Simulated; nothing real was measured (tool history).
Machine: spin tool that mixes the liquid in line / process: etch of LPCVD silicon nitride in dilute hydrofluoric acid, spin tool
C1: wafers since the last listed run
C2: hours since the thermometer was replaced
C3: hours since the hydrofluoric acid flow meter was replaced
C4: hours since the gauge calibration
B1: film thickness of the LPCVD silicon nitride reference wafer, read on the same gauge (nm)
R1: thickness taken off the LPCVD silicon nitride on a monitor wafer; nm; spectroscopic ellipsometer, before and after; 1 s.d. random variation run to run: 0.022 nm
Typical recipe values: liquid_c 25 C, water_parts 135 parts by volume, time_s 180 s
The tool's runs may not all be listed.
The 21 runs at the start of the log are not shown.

{"run": 22, "hour": 320.8, "liquid_c": 22.5, "water_parts": 200, "time_s": 80, "C1": 210, "C2": 288.6, "C3": 166.8, "C4": 170.3, "B1": 50.022, "R1": 0.216}
{"run": 23, "hour": 333.1, "liquid_c": 21, "water_parts": 90, "time_s": 240, "C1": 118, "C2": 300.9, "C3": 179.1, "C4": 182.6, "B1": 49.986, "R1": 1.235}
{"run": 24, "hour": 345.9, "liquid_c": 20.5, "water_parts": 160, "time_s": 70, "C1": 123, "C2": 313.7, "C3": 191.9, "C4": 195.4, "B1": 50, "R1": 0.197}
{"run": 25, "hour": 359.3, "liquid_c": 25, "water_parts": 135, "time_s": 180, "C1": 129, "C2": 327.1, "C3": 205.3, "C4": 208.8, "B1": 50.005, "R1": 0.793}
{"run": 26, "hour": 373.9, "liquid_c": 25, "water_parts": 135, "time_s": 180, "C1": 140, "C2": 341.7, "C3": 219.9, "C4": 223.4, "B1": 50.015, "R1": 0.798}
{"run": 27, "hour": 389.5, "liquid_c": 23.5, "water_parts": 105, "time_s": 85, "C1": 150, "C2": 357.3, "C3": 235.5, "C4": 239, "B1": 49.964, "R1": 0.435}
{"run": 28, "hour": 403.1, "liquid_c": 20, "water_parts": 80, "time_s": 220, "C1": 131, "C2": 370.9, "C3": 249.1, "C4": 252.6, "B1": 50.022, "R1": 1.207}
{"run": 29, "hour": 411.0, "liquid_c": 22, "water_parts": 135, "time_s": 75, "C1": 76, "C2": 378.8, "C3": 257, "C4": 260.5, "B1": 49.997, "R1": 0.268}
{"run": 30, "hour": 460.0, "liquid_c": 30, "water_parts": 175, "time_s": 180, "C1": 472, "C2": 427.8, "C3": 306, "C4": 309.5, "B1": 49.974, "R1": 0.867}
{"run": 31, "hour": 469.7, "liquid_c": 22.5, "water_parts": 180, "time_s": 150, "C1": 93, "C2": 437.5, "C3": 315.7, "C4": 319.2, "B1": 49.986, "R1": 0.432}

Below are 5 alternative next runs, each starting from the tool's condition after run 31. Predict each:
{"run": "A", "hour": 470.2, "liquid_c": 25, "water_parts": 135, "time_s": 180, "C1": 4, "C2": 438, "C3": 316.2, "C4": 319.7, "B1": "?", "R1": "?"}
{"run": "B", "hour": 470.2, "liquid_c": 25, "water_parts": 90, "time_s": 180, "C1": 4, "C2": 438, "C3": 316.2, "C4": 319.7, "B1": "?", "R1": "?"}
{"run": "C", "hour": 470.2, "liquid_c": 20.5, "water_parts": 185, "time_s": 225, "C1": 4, "C2": 438, "C3": 316.2, "C4": 319.7, "B1": "?", "R1": "?"}
{"run": "D", "hour": 470.2, "liquid_c": 25, "water_parts": 70, "time_s": 180, "C1": 4, "C2": 438, "C3": 316.2, "C4": 319.7, "B1": "?", "R1": "?"}
{"run": "E", "hour": 470.2, "liquid_c": 23.5, "water_parts": 205, "time_s": 180, "C1": 4, "C2": 438, "C3": 316.2, "C4": 319.7, "B1": "?", "R1": "?"}

run=A B1=50.01 R1=0.806
run=B B1=50.01 R1=1.203
run=C B1=50.01 R1=0.55
run=D B1=50.01 R1=1.54
run=E B1=50.01 R1=0.485
Without the tool's hidden state the same runs would have given:
run=A R1=0.873
run=B R1=1.304
run=C R1=0.597
run=D R1=1.672
run=E R1=0.524
